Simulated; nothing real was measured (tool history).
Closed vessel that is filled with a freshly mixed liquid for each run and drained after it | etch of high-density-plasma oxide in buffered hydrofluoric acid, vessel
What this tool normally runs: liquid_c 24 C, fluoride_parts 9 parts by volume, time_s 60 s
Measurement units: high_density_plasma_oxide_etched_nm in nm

run   hour  liquid_c  fluoride_parts  time_s  wafers since the last listed run  hours since the thermometer was replaced  hours since the hydrofluoric acid flow meter was replaced  hours since the gauge calibration  read-back film thickness of the high-density-plasma oxide reference wafer, read on the same gauge (nm)  high_density_plasma_oxide_etched_nm
  1      0        24               9      60                                 0                                    1676.8                                                     1186.5                               59.1                                                                                                   89.99                               147.39
  2   72.2        24               9      60                              5858                                      1749                                                     1258.7                              131.3                                                                                                   89.99                               145.76
  3   97.5        24               9      60                              2052                                    1774.3                                                       1284                              156.6                                                                                                   89.98                               147.06
  4  118.8        24               9      60                              1728                                    1795.6                                                     1305.3                              177.9                                                                                                      90                               145.26
  5  152.6        24               9      60                              2742                                    1829.4                                                     1339.1                              211.7                                                                                                      90                               145.62
  6  181.3        24               9      60                              2328                                    1858.1                                                     1367.8                              240.4                                                                                                      90                               146.16
  7  200.1      26.5             7.5      60                              1525                                    1876.9                                                     1386.6                              259.2                                                                                                   89.99                               204.93
  8  215.1      26.5             7.5      60                              1217                                    1891.9                                                     1401.6                              274.2                                                                                                   89.99                               202.04
  9  232.3      26.5             7.5      60                              1395                                    1909.1                                                     1418.8                              291.4                                                                                                      90                               204.24
     239.2  -- hydrofluoric acid flow meter replaced
 10  261.8        24               9      60                              2312                                    1938.6                                                       22.6                              320.9                                                                                                      90                               145.11
 11    278        24               9      60                              1314                                    1954.8                                                       38.8                              337.1                                                                                                   90.01                               145.51
 12  298.9        24               9      60                              1695                                    1975.7                                                       59.7                                358                                                                                                   90.01                               144.69
 13  311.1        29               9      45                               989                                    1987.9                                                       71.9                              370.2                                                                                                   89.99                               144.12
     328.7  -- gauge calibrated
 14  339.5        24              11      95                              2304                                    2016.3                                                      100.3                               10.8                                                                                                      90                               195.34
     360.8  -- thermometer replaced
 15  366.7        24               9      60                              2125                                       5.9                                                      127.5                                 38                                                                                                   90.01                               161.93
 16  386.5      27.5             6.5      85                              1606                                      25.7                                                      147.3                               57.8                                                                                                   89.98                               378.94
 17  414.2        24               9      60                              2247                                      53.4                                                        175                               85.5                                                                                                   90.01                               160.41
 18  436.2        24            12.5      30                              1785                                      75.4                                                        197                              107.5                                                                                                   89.99                                59.79
 19  454.7        26               9      90                              1501                                      93.9                                                      215.5                                126                                                                                                      90                               262.88
 20  486.5        24             6.5      40                              2580                                     125.7                                                      247.3                              157.8                                                                                                   90.01                               148.25
 21  513.3        24            12.5      35                              2174                                     152.5                                                      274.1                              184.6                                                                                                   89.99                                 70.5
 22  548.5        24              10      60                              2856                                     187.7                                                      309.3                              219.8                                                                                                   90.01                               147.78
 23  581.6        28              11      50                              2685                                     220.8                                                      342.4                              252.9                                                                                                   89.98                               139.14
 24    608        24               9      60                              2142                                     247.2                                                      368.8                              279.3                                                                                                      90                               157.91
 25  621.5        21              11      80                              1095                                     260.7                                                      382.3                              292.8                                                                                                   90.01                               153.33

Alternative continuations, all from the tool just after run 25; predict every row:
  A  622.2        24               9      60                                56                                     261.4                                                        383                              293.5                                                                                                       ?                                    ?
  B  622.2        24              11      85                                56                                     261.4                                                        383                              293.5                                                                                                       ?                                    ?
  C  622.2      28.5               9      45                                56                                     261.4                                                        383                              293.5                                                                                                       ?                                    ?
  D  622.2      28.5               9      60                                56                                     261.4                                                        383                              293.5                                                                                                       ?                                    ?
  E  622.2        24            11.5      30                                56                                     261.4                                                        383                              293.5                                                                                                       ?                                    ?

run  read-back film thickness of the high-density-plasma oxide reference wafer, read on the same gauge (nm)  high_density_plasma_oxide_etched_nm
  A                                                                                                      90                               157.74
  B                                                                                                      90                                190.6
  C                                                                                                      90                               150.77
  D                                                                                                      90                               201.03
  E                                                                                                      90                                64.42
Take away the tool's hidden state, keep each run's random variation, and the runs would have read:
run  high_density_plasma_oxide_etched_nm
  A                               162.37
  B                                196.2
  C                               155.07
  D                               206.76
  E                                66.31
